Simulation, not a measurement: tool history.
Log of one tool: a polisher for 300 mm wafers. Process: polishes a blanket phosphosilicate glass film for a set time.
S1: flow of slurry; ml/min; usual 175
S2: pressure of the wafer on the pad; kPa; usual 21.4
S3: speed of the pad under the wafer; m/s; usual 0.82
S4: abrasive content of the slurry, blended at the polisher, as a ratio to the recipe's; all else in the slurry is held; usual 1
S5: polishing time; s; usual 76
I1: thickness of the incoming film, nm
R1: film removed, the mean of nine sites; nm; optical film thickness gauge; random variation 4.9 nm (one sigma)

run   hour   S1    S2    S3    S4  S5      I1     R1
  1      0  175  21.4  0.82     1  76  2864.7  456.6
  2   12.1  175  21.4  0.82     1  76  2866.2  444.4
      41.8  -- slurry blender recalibrated
        47  -- worn pad replaced by a new one
  3   47.5  175  21.4  0.82     1  76  2922.1  484.8
  4   77.9  175  21.4  0.82   1.1  55    2908  346.3
  5   90.7  175  21.4  0.82     1  86  2920.3  509.8
  6  107.9  175  21.4  0.82     1  86  2876.1  500.9
     120.1  -- worn pad replaced by a new one
  7  125.6  175  21.4  0.94     1  76  2949.6    543
  8  158.8  190  21.4  0.82     1  76  2884.3  459.5
     163.5  -- conditioning disc replaced and pad reconditioned
     201.4  -- worn pad replaced by a new one
     234.6  -- head pressure recalibrated
       242  -- slurry blender recalibrated
  9  262.2  175  21.4     1  1.15  76    2917    569
 10  280.2  175  21.4  0.82  0.75  76    2916  347.9
     286.3  -- slurry nozzle cleaned
     290.8  -- worn pad replaced by a new one
 11  302.4  175  21.4  0.82     1  56  2901.9    347
 12  336.7  175  18.6  0.82     1  76    2906    389
 13    349  175  21.4  1.06   1.1  76  2924.9  577.3
       367  -- worn pad replaced by a new one
 14  376.9  155  24.1  0.82     1  99  2944.7  685.4
 15  393.7  175  21.4  0.82     1  76  2842.5  456.8

3 ways to go on from here, each from the tool as it stands after run 15. What would each give?
  A  394.1  175  21.4  0.82    1   76  2853.4   ?
  B  394.1  175  14.5  0.56  1.1  101  2853.4   ?
  C  394.1  175  17.9  0.82    1   76  2853.4   ?

run     R1
  A  460.7
  B  332.1
  C  386.4
Without the tool's hidden state the same runs would have given:
run     R1
  A  498.2
  B  359.1
  C  417.8

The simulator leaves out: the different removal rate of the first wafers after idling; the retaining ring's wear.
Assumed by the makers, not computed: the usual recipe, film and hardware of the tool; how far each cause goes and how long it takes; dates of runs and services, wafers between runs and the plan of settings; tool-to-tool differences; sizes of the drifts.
